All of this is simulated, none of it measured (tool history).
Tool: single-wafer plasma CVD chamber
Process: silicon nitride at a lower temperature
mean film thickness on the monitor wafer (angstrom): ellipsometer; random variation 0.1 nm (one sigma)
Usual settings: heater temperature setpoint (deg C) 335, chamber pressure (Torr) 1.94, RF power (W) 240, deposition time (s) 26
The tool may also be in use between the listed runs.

run    hour  heater temperature setpoint (deg C)  chamber pressure (Torr)  RF power (W)  deposition time (s)  read-back reference wafer on the same gauge, thickness_nm  mean film thickness on the monitor wafer (angstrom)
  1       0                                  335                     1.94           240                   26                                                     27.826                                               298.81
  2    74.7                                  335                     1.94           240                 28.8                                                     27.801                                               330.62
  3   149.9                                  335                     1.94           240                 28.8                                                     27.825                                                331.7
  4   203.4                                  335                     1.94           240                   26                                                     27.785                                               298.89
  5   292.4                                  346                     1.78           285                 22.5                                                     27.818                                               275.12
  6   352.5                                  348                     1.53           240                   26                                                      27.83                                               272.01
  7   451.7                                  347                     1.94           275                   26                                                     27.805                                                323.4
  8   503.3                                  335                     1.94           240                   26                                                     27.777                                               300.85
  9   584.3                                  335                     2.36           240                   26                                                     27.808                                                320.9
      635.9  -- gauge calibrated
 10   684.7                                  335                     1.94           240                 27.5                                                     27.787                                               318.93
 11   769.5                                  335                     1.94           240                   26                                                     27.782                                                301.8
 12   838.8                                  335                     1.94           275                   26                                                     27.782                                               325.71
     1025.6  -- thermocouple changed; heater temperature recalibrated
     1049.6  -- showerhead replaced
 13  1100.8                                  335                     1.94           225                 27.3                                                     27.795                                               308.72
 14  1163.7                                  335                     1.94           240                 28.8                                                     27.809                                               337.73
     1191.1  -- RF generator calibrated
     1217.2  -- capacitance manometer re-zeroed and calibrated
 15  1217.7                                  335                     2.29           240                   26                                                     27.818                                               313.78
 16  1318.1                                  335                     1.74           280                   26                                                     27.768                                               309.14
 17  1371.4                                  335                     1.76           205                   26                                                     27.807                                               263.71
 18    1412                                  335                     1.94           240                   26                                                     27.789                                                296.2
 19  1499.2                                  344                     2.11           255                   26                                                     27.803                                               314.21
 20  1558.2                                  326                     1.94           240                   26                                                     27.814                                               297.19
 21  1597.4                                  327                     1.94           240                   26                                                     27.803                                               297.46
 22  1644.9                                  335                     1.94           240                   26                                                     27.809                                               296.99
 23  1696.5                                  325                     1.78           240                   26                                                     27.801                                               287.13
 24  1738.9                                  344                     1.94           240                   26                                                     27.802                                               294.32
 25  1784.8                                  325                     2.16           285                   26                                                     27.835                                               337.11
 26  1851.9                                  341                     2.23           220                 20.8                                                     27.828                                               238.95
 27  1932.7                                  335                     1.94           240                   26                                                     27.808                                               295.34

Measured less the same run without the tool's hidden state. The same run-to-run variation is in both; the gauge's scatter may not be:
The hidden state here: wafer temperature above the value expected at the setpoint (K); delivered RF power above the setpoint (%); true pressure above the setpoint (%); gauge reads high (%).
run  mean film thickness on the monitor wafer (angstrom)
  1                                                +2.13
  2                                                +2.68
  3                                                +3.03
  4                                                +2.95
  5                                                +3.26
  6                                                +3.64
  7                                                +4.47
  8                                                +4.42
  9                                                +4.46
 10                                                +5.76
 11                                                +5.95
 12                                                +6.89
 13                                                +8.29
 14                                                +9.56
 15                                                -0.24
 16                                                -0.27
 17                                                 -0.2
 18                                                -0.21
 19                                                -0.12
 20                                                -0.06
 21                                                   +0
 22                                                +0.07
 23                                                +0.16
 24                                                +0.24
 25                                                +0.37
 26                                                +0.37
 27                                                +0.68
